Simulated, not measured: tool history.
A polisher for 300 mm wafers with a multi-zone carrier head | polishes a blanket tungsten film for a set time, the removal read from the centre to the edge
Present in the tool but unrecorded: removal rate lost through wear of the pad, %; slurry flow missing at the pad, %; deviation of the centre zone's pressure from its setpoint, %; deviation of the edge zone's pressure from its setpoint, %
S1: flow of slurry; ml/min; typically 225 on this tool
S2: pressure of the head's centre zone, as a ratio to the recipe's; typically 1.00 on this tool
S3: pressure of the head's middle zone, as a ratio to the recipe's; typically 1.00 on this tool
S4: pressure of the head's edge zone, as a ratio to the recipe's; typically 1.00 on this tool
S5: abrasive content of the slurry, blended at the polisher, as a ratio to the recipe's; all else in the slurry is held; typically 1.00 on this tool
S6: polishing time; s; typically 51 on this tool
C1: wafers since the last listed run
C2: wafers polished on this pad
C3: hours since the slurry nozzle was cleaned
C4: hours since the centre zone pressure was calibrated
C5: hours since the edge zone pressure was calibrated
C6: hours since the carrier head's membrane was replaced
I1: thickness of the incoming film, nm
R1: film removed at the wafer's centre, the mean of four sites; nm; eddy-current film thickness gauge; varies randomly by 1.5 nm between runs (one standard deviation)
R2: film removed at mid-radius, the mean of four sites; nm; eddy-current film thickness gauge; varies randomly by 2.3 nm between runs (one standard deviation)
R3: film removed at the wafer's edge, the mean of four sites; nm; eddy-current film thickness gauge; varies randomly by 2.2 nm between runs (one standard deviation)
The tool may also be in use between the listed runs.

run     day   S1    S2    S3    S4    S5  S6   C1    C2     C3     C4     C5     C6      I1     R1     R2     R3
  1   0.000  225  0.96  1.00  1.00  1.00  51    0  1825  207.3  233.9   73.9  263.5  1326.3  166.9  173.7  177.8
  2   0.542  225  1.00  1.00  1.00  1.00  51  164  1989  220.3  246.9   86.9  276.5  1336.6  170.7  169.1  177.8
      0.754  -- worn pad replaced by a new one
  3   1.962  225  1.00  1.00  1.00  1.00  51  379   365  254.4  281.0  121.0  310.6  1335.1  175.2  175.3  173.9
  4   2.812  225  1.00  1.00  1.00  1.00  51  257   622  274.8  301.4  141.4  331.0  1337.1  172.3  171.9  173.6
  5   4.058  225  1.09  0.95  0.96  1.00  51  377   999  304.7  331.3  171.3  360.9  1336.1  187.1  164.8  174.2
  6   4.683  225  1.00  1.00  1.00  1.00  51  189  1189  319.7  346.3  186.3  375.9  1339.4  170.1  169.0  175.7
  7   5.575  285  0.89  1.00  0.94  1.00  68  269  1459  341.1  367.7  207.7  397.3  1337.4  212.8  235.2  235.0
  8   6.425  225  0.96  1.00  0.97  1.00  51  257  1716  361.5  388.1  228.1  417.7  1364.4  164.4  172.8  174.3
      6.904  -- worn pad replaced by a new one
  9   7.767  225  1.00  0.89  1.00  1.00  51  355   260  393.7  420.3  260.3  449.9  1356.3  174.9  164.5  177.7
      8.450  -- edge zone pressure recalibrated
 10   8.588  190  0.97  0.93  1.00  1.00  35  223   484  413.4  440.0    3.3  469.6  1323.4  110.9  110.1  117.8
 11   9.108  185  1.00  1.00  1.00  1.00  56  157   641  425.9  452.5   15.8  482.1  1343.7  177.3  178.1  189.1
     10.521  -- centre zone pressure recalibrated
 12  10.542  225  1.08  1.00  1.00  0.85  51  408  1050  460.3    0.5   50.2  516.5  1330.6  174.2  162.5  167.3
 13  11.042  225  1.00  1.00  0.93  1.20  60  151  1201  472.3   12.5   62.2  528.5  1326.6  206.7  209.7  207.5
     11.479  -- carrier head's membrane replaced by a new one
 14  12.204  225  1.00  1.00  1.07  1.00  51  288  1490  500.2   40.4   90.1   17.4  1344.3  169.0  169.6  178.1
     12.738  -- worn pad replaced by a new one
     12.908  -- slurry nozzle cleaned
 15  13.462  265  1.00  1.00  0.92  1.00  51  317   207   13.3   70.6  120.3   47.6  1317.9  186.9  183.8  183.0
 16  14.462  225  1.00  0.90  1.00  1.00  51  302   510   37.3   94.6  144.3   71.6  1336.0  181.8  170.9  182.9
 17  16.417  225  1.05  1.00  1.00  1.10  69  591  1101   84.2  141.5  191.2  118.5  1363.7  256.2  242.7  245.6
 18  17.583  225  1.00  1.00  1.00  1.00  51  353  1455  112.2  169.5  219.2  146.5  1338.9  174.4  173.2  179.2
 19  18.775  225  1.00  1.00  1.00  1.00  51  360  1815  140.8  198.1  247.8  175.1  1333.3  170.8  175.4  171.9
     19.738  -- worn pad replaced by a new one
 20  19.758  225  1.00  1.00  1.00  1.00  51  247     6  164.4  221.7  271.4  198.7  1354.4  177.9  176.9  176.6

Here are 5 independent what-if runs from the current tool condition. What would each one return?
  A  19.775  225  1.00  1.00  1.00  1.00  51   5  11  164.8  222.1  271.8  199.1  1343.3   ?   ?   ?
  B  19.775  225  1.00  0.97  1.00  0.70  40   5  11  164.8  222.1  271.8  199.1  1343.3   ?   ?   ?
  C  19.775  225  1.00  0.93  1.00  1.00  51   5  11  164.8  222.1  271.8  199.1  1343.3   ?   ?   ?
  D  19.775  225  1.00  1.00  1.00  1.00  46   5  11  164.8  222.1  271.8  199.1  1343.3   ?   ?   ?
  E  19.775  225  1.00  1.00  1.11  1.00  39   5  11  164.8  222.1  271.8  199.1  1343.3   ?   ?   ?

run     R1     R2     R3
  A  178.8  173.8  179.0
  B  128.9  123.6  129.1
  C  178.8  168.3  179.1
  D  161.3  156.8  161.4
  E  136.8  132.9  144.0
With the hidden condition removed and each run's random variation left untouched, the same runs would have given:
run     R1     R2     R3
  A  187.9  181.8  185.3
  B  135.5  129.3  133.6
  C  187.9  176.0  185.3
  D  169.5  164.0  167.1
  E  143.7  139.0  149.1
